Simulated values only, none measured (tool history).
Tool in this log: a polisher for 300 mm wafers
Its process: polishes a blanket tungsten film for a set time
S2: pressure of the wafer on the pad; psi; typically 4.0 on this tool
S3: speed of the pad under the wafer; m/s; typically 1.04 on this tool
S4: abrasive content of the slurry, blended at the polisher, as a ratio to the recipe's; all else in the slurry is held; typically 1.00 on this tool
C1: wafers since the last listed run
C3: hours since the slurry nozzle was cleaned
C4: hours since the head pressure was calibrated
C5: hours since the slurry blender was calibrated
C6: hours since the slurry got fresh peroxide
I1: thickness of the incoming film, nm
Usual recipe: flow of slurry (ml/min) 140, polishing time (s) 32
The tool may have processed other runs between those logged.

Run 1, day 0.000: usual settings but S2 3.0 psi, polishing time (s) 25; C1 0; wafers polished on this pad 551; C3 375.6; C4 509.8; C5 283.3; C6 1.8; I1 1019.4. Result: film removed (Å) 758.
At day 0.421: worn pad replaced by a new one.
Run 2, day 0.604: usual settings but S2 3.0 psi, polishing time (s) 25; C1 127; wafers polished on this pad 53; C3 390.1; C4 524.3; C5 297.8; C6 16.3; I1 1037.8. Result: film removed (Å) 777.
Run 3, day 1.208: usual settings but S2 3.0 psi, polishing time (s) 25; C1 176; wafers polished on this pad 230; C3 404.6; C4 538.8; C5 312.3; C6 30.8; I1 1050.5. Result: film removed (Å) 777.
Run 4, day 1.504: usual settings but S2 3.1 psi; C1 86; wafers polished on this pad 316; C3 411.7; C4 545.9; C5 319.4; C6 37.9; I1 1055.4. Result: film removed (Å) 1027.
Run 5, day 2.221: usual settings but S2 3.1 psi; C1 208; wafers polished on this pad 525; C3 428.9; C4 563.1; C5 336.6; C6 55.1; I1 1037.3. Result: film removed (Å) 1016.
Run 6, day 2.479: usual settings; C1 75; wafers polished on this pad 600; C3 435.1; C4 569.3; C5 342.8; C6 61.3; I1 1031.9. Result: film removed (Å) 1244.
At day 2.883: worn pad replaced by a new one.
Run 7, day 3.092: usual settings; C1 129; wafers polished on this pad 60; C3 449.8; C4 584.0; C5 357.5; C6 76.0; I1 1024.7. Result: film removed (Å) 1264.
At day 3.183: slurry tank refilled with fresh slurry and peroxide.
At day 3.825: slurry nozzle cleaned.
Run 8, day 3.846: usual settings; C1 195; wafers polished on this pad 255; C3 0.5; C4 602.1; C5 375.6; C6 15.9; I1 1052.6. Result: film removed (Å) 1253.
Run 9, day 4.125: usual settings but S4 0.85; C1 81; wafers polished on this pad 337; C3 7.2; C4 608.8; C5 382.3; C6 22.6; I1 1041.0. Result: film removed (Å) 1195.
At day 5.050: worn pad replaced by a new one.
At day 5.417: slurry blender recalibrated.
Run 10, day 6.079: usual settings but S4 0.85; C1 496; wafers polished on this pad 275; C3 54.1; C4 655.7; C5 15.9; C6 69.5; I1 1054.9. Result: film removed (Å) 1316.
At day 6.196: slurry tank refilled with fresh slurry and peroxide.
Run 11, day 6.517: usual settings but S4 0.80; C1 115; wafers polished on this pad 391; C3 64.6; C4 666.2; C5 26.4; C6 7.7; I1 1055.9. Result: film removed (Å) 1262.
Run 12, day 7.033: usual settings; C1 150; wafers polished on this pad 541; C3 77.0; C4 678.6; C5 38.8; C6 20.1; I1 1035.0. Result: film removed (Å) 1342.
At day 7.329: worn pad replaced by a new one.
Run 13, day 7.500: usual settings; C1 87; wafers polished on this pad 49; C3 88.2; C4 689.8; C5 50.0; C6 31.3; I1 1048.2. Result: film removed (Å) 1303.
Run 14, day 8.221: usual settings but S3 1.20 m/s, S4 1.20; C1 210; wafers polished on this pad 259; C3 105.5; C4 707.1; C5 67.3; C6 48.6; I1 1040.6. Result: film removed (Å) 1550.
At day 8.888: head pressure recalibrated.
Run 15, day 8.908: usual settings but flow of slurry (ml/min) 175, S2 3.0 psi, S3 1.32 m/s; C1 176; wafers polished on this pad 436; C3 122.0; C4 0.5; C5 83.8; C6 65.1; I1 1034.9. Result: film removed (Å) 1276.
At day 9.238: slurry tank refilled with fresh slurry and peroxide.
Run 16, day 9.454: usual settings; C1 146; wafers polished on this pad 583; C3 135.1; C4 13.6; C5 96.9; C6 5.2; I1 1052.0. Result: film removed (Å) 1302.
At day 9.742: worn pad replaced by a new one.
Run 17, day 9.925: usual settings but S3 0.72 m/s; C1 88; wafers polished on this pad 53; C3 146.4; C4 24.9; C5 108.2; C6 16.5; I1 1047.1. Result: film removed (Å) 974.
Run 18, day 10.412: usual settings but S2 4.5 psi, S3 0.92 m/s, polishing time (s) 38; C1 142; wafers polished on this pad 196; C3 158.1; C4 36.6; C5 119.9; C6 28.2; I1 1045.4. Result: film removed (Å) 1541.
Run 19, day 11.083: usual settings but flow of slurry (ml/min) 125, S2 4.4 psi, polishing time (s) 27; C1 195; wafers polished on this pad 391; C3 174.2; C4 52.7; C5 136.0; C6 44.3; I1 1044.3. Result: film removed (Å) 1134.
Run 20, day 11.404: usual settings but flow of slurry (ml/min) 175, polishing time (s) 43; C1 93; wafers polished on this pad 485; C3 181.9; C4 60.4; C5 143.7; C6 52.0; I1 1041.3. Result: film removed (Å) 1803.

Subtracting, for every run, the result it would have given without the tool's unlogged condition from the measured result gives the following. The same run-to-run variation enters both numbers; the gauge's scatter may not:
Hidden state at play: removal rate lost through wear of the pad, %; slurry flow missing at the pad, %; deviation of the head's pressure from its setpoint, %; abrasive missing from the slurry, %; peroxide lost from the slurry, %.
run  film removed (Å)
  1               -71
  2               -73
  3               -74
  4               -99
  5               -99
  6              -121
  7              -125
  8              -125
  9              -118
 10               -21
 11               -29
 12               -41
 13               -47
 14               -71
 15               -67
 16               -75
 17               -61
 18              -103
 19               -82
 20              -134
